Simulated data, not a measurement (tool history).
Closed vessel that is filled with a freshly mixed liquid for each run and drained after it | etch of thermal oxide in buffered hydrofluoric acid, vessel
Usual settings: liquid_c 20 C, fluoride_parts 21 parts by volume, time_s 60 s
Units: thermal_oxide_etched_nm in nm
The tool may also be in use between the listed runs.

run	hour	liquid_c	fluoride_parts	time_s	read-back film thickness of the thermal oxide reference wafer, read on the same gauge (nm)	thermal_oxide_etched_nm
1	0	20	21	60	100	29.58
2	27.2	20	21	60	100	29.62
3	91.5	20	21	60	100.02	29.52
# hour 119: gauge calibrated
4	173.5	20	21	60	100.03	29.54
5	231.3	20	21	60	99.97	29.64
6	300.7	20	21	60	100.04	29.74
# hour 443.9: hydrofluoric acid flow meter replaced
7	447.4	20	21	60	100.03	29.68
8	499.9	20	21	60	99.97	29.66
# hour 544.2: thermometer replaced
9	562.3	20	21	60	99.98	29.61
10	589.3	20	15	70	100	47.14
11	655.2	20	15	70	99.95	47.44
12	730.9	20	21	50	99.96	24.6
# hour 773.4: gauge calibrated
13	796.3	20	21	60	99.98	29.51
14	861.1	20	21	60	100.01	29.6
15	918.8	17	21	60	100.07	25.02
16	988	17	14	60	99.99	36.68
17	1027.3	20	21	60	100	29.43
18	1071.3	22	28.5	70	100	31.13
# hour 1088.3: thermometer replaced
19	1195.8	20	14.5	40	99.93	27.94
20	1239.3	23.5	18	70	100.02	48.05
21	1271.6	20	18	60	99.99	33.75
22	1312.7	20	21	35	99.93	17.32
23	1348.8	20	24	60	100.02	26.95
24	1405.6	20	21	60	99.96	29.49

The tool's hidden state at each run:
liquid colder than its thermometer reads (K): 0 in every run
hydrofluoric acid flow below the setpoint (%): 0 in every run
gauge reads high (%): 0 in every run
